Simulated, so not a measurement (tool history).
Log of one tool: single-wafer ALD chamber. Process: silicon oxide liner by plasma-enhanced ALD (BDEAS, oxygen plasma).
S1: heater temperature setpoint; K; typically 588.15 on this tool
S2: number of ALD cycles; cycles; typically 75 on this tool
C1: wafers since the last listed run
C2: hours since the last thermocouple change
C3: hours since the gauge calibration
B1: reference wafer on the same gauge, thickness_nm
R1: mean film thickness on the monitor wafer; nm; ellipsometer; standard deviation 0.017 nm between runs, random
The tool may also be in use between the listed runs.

Run 1, day 0.000: usual settings but S2 84 cycles; C1 0; C2 350.8; C3 3572.6; B1 6.506. Result: R1 7.622 nm.
Run 2, day 3.500: usual settings but S2 84 cycles; C1 386; C2 434.8; C3 3656.6; B1 6.509. Result: R1 7.616 nm.
Run 3, day 7.425: usual settings but S2 84 cycles; C1 433; C2 529.0; C3 3750.8; B1 6.511. Result: R1 7.597 nm.
Run 4, day 8.950: usual settings; C1 168; C2 565.6; C3 3787.4; B1 6.512. Result: R1 6.805 nm.
Run 5, day 11.125: usual settings; C1 240; C2 617.8; C3 3839.6; B1 6.509. Result: R1 6.783 nm.
Run 6, day 14.342: usual settings; C1 355; C2 695.0; C3 3916.8; B1 6.509. Result: R1 6.810 nm.
Run 7, day 17.779: usual settings; C1 379; C2 777.5; C3 3999.3; B1 6.507. Result: R1 6.797 nm.
Run 8, day 19.296: usual settings; C1 167; C2 813.9; C3 4035.7; B1 6.506. Result: R1 6.795 nm.
Run 9, day 22.392: usual settings; C1 341; C2 888.2; C3 4110.0; B1 6.510. Result: R1 6.768 nm.
Run 10, day 24.154: usual settings; C1 194; C2 930.5; C3 4152.3; B1 6.508. Result: R1 6.810 nm.
Run 11, day 25.725: usual settings; C1 173; C2 968.2; C3 4190.0; B1 6.509. Result: R1 6.806 nm.
Run 12, day 28.333: usual settings but S2 82 cycles; C1 287; C2 1030.8; C3 4252.6; B1 6.510. Result: R1 7.447 nm.
Run 13, day 34.479: usual settings but S2 82 cycles; C1 678; C2 1178.3; C3 4400.1; B1 6.507. Result: R1 7.460 nm.
Run 14, day 38.704: usual settings but S2 82 cycles; C1 466; C2 1279.7; C3 4501.5; B1 6.509. Result: R1 7.471 nm.
Run 15, day 40.862: usual settings; C1 238; C2 1331.5; C3 4553.3; B1 6.513. Result: R1 6.821 nm.
Run 16, day 44.350: usual settings; C1 385; C2 1415.2; C3 4637.0; B1 6.509. Result: R1 6.811 nm.
Run 17, day 48.275: usual settings; C1 433; C2 1509.4; C3 4731.2; B1 6.510. Result: R1 6.833 nm.
At day 52.346: gauge calibrated.
Run 18, day 52.896: usual settings; C1 510; C2 1620.3; C3 13.2; B1 6.510. Result: R1 6.813 nm.
Run 19, day 55.017: usual settings; C1 234; C2 1671.2; C3 64.1; B1 6.511. Result: R1 6.813 nm.
Run 20, day 57.050: usual settings; C1 224; C2 1720.0; C3 112.9; B1 6.511. Result: R1 6.813 nm.
Run 21, day 68.004: usual settings; C1 1209; C2 1982.9; C3 375.8; B1 6.510. Result: R1 6.811 nm.
Run 22, day 70.908: usual settings; C1 320; C2 2052.6; C3 445.5; B1 6.513. Result: R1 6.803 nm.
Run 23, day 74.667: usual settings but S1 601.15 K, S2 89 cycles; C1 414; C2 2142.8; C3 535.7; B1 6.506. Result: R1 7.958 nm.
At day 77.479: thermocouple changed; heater temperature recalibrated.
Run 24, day 78.296: usual settings but S1 575.15 K, S2 85 cycles; C1 363; C2 19.6; C3 622.8; B1 6.510. Result: R1 7.840 nm.
Run 25, day 81.662: usual settings but S1 577.15 K, S2 65 cycles; C1 371; C2 100.4; C3 703.6; B1 6.510. Result: R1 5.961 nm.
Run 26, day 85.354: usual settings; C1 407; C2 189.0; C3 792.2; B1 6.509. Result: R1 6.757 nm.
Run 27, day 88.396: usual settings but S1 597.15 K, S2 69 cycles; C1 335; C2 262.0; C3 865.2; B1 6.510. Result: R1 6.163 nm.
Run 28, day 92.675: usual settings but S1 600.15 K, S2 81 cycles; C1 472; C2 364.7; C3 967.9; B1 6.507. Result: R1 7.194 nm.
Run 29, day 102.329: usual settings; C1 1065; C2 596.4; C3 1199.6; B1 6.509. Result: R1 6.770 nm.
Run 30, day 106.138: usual settings but S1 574.15 K, S2 83 cycles; C1 420; C2 687.8; C3 1291.0; B1 6.509. Result: R1 7.790 nm.
Run 31, day 108.017: usual settings but S2 80 cycles; C1 207; C2 732.9; C3 1336.1; B1 6.508. Result: R1 7.267 nm.
Run 32, day 121.196: usual settings but S1 583.15 K, S2 85 cycles; C1 1455; C2 1049.2; C3 1652.4; B1 6.508. Result: R1 7.772 nm.
Run 33, day 125.362: usual settings but S1 601.15 K, S2 80 cycles; C1 460; C2 1149.2; C3 1752.4; B1 6.510. Result: R1 7.121 nm.
Run 34, day 128.342: usual settings but S2 67 cycles; C1 328; C2 1220.7; C3 1823.9; B1 6.510. Result: R1 6.087 nm.
Run 35, day 132.821: usual settings but S1 597.15 K, S2 63 cycles; C1 494; C2 1328.2; C3 1931.4; B1 6.510. Result: R1 5.646 nm.
Run 36, day 137.229: usual settings but S1 575.15 K, S2 66 cycles; C1 486; C2 1434.0; C3 2037.2; B1 6.512. Result: R1 6.188 nm.

Estimate the outcome of run 37 from the log above:
Run 37, day 140.317: usual settings but S2 60 cycles; C1 340; C2 1508.1; C3 2111.3; B1 ?. Result: R1 ?.

Run 37 produced B1 6.514, R1 5.473 nm.
With no hidden state in the tool, this same run would have given R1 5.420 nm.
